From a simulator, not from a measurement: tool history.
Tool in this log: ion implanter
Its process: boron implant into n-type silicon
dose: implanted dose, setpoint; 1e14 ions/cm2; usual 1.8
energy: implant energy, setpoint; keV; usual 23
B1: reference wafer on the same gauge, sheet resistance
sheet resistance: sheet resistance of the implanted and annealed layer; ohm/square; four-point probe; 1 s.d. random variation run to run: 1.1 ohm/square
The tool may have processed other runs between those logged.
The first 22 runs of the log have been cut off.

{"run": 23, "hour": 1734.7, "dose": 2.11, "energy": 23, "B1": 590.8, "sheet resistance": 435.96}
{"run": 24, "hour": 1792.5, "dose": 1.63, "energy": 30.5, "B1": 590.54, "sheet resistance": 512.38}
{"run": 25, "hour": 1841.8, "dose": 2.01, "energy": 20.5, "B1": 591.03, "sheet resistance": 456.6}
{"run": 26, "hour": 1880.4, "dose": 1.8, "energy": 23, "B1": 591.52, "sheet resistance": 494.09}
{"hour": 1939.7, "done": "Faraday cup replaced and dose calibrated"}
{"run": 27, "hour": 1962.2, "dose": 1.47, "energy": 26, "B1": 591.2, "sheet resistance": 569.14}
{"run": 28, "hour": 1999.6, "dose": 1.47, "energy": 27.5, "B1": 590.9, "sheet resistance": 564.04}
{"run": 29, "hour": 2220.7, "dose": 1.8, "energy": 25.5, "B1": 591.2, "sheet resistance": 486.24}
{"run": 30, "hour": 2324.4, "dose": 1.8, "energy": 23, "B1": 591.05, "sheet resistance": 493.81}

Here are 5 independent what-if runs from the current tool condition. What would each one return?
{"run": "A", "hour": 2324.8, "dose": 1.8, "energy": 23, "B1": "?", "sheet resistance": "?"}
{"run": "B", "hour": 2324.8, "dose": 2.27, "energy": 20.5, "B1": "?", "sheet resistance": "?"}
{"run": "C", "hour": 2324.8, "dose": 2.09, "energy": 27, "B1": "?", "sheet resistance": "?"}
{"run": "D", "hour": 2324.8, "dose": 1.54, "energy": 23, "B1": "?", "sheet resistance": "?"}
{"run": "E", "hour": 2324.8, "dose": 1.97, "energy": 20.5, "B1": "?", "sheet resistance": "?"}

run=A B1=591.07 sheet_resistance=495.32
run=B B1=591.07 sheet_resistance=415.73
run=C B1=591.07 sheet_resistance=430.47
run=D B1=591.07 sheet_resistance=561.08
run=E B1=591.07 sheet_resistance=467.06
Stripped of hidden state, with their random variation kept, the same runs would have yielded:
run=A sheet_resistance=495.32
run=B sheet_resistance=415.73
run=C sheet_resistance=430.47
run=D sheet_resistance=561.08
run=E sheet_resistance=467.06
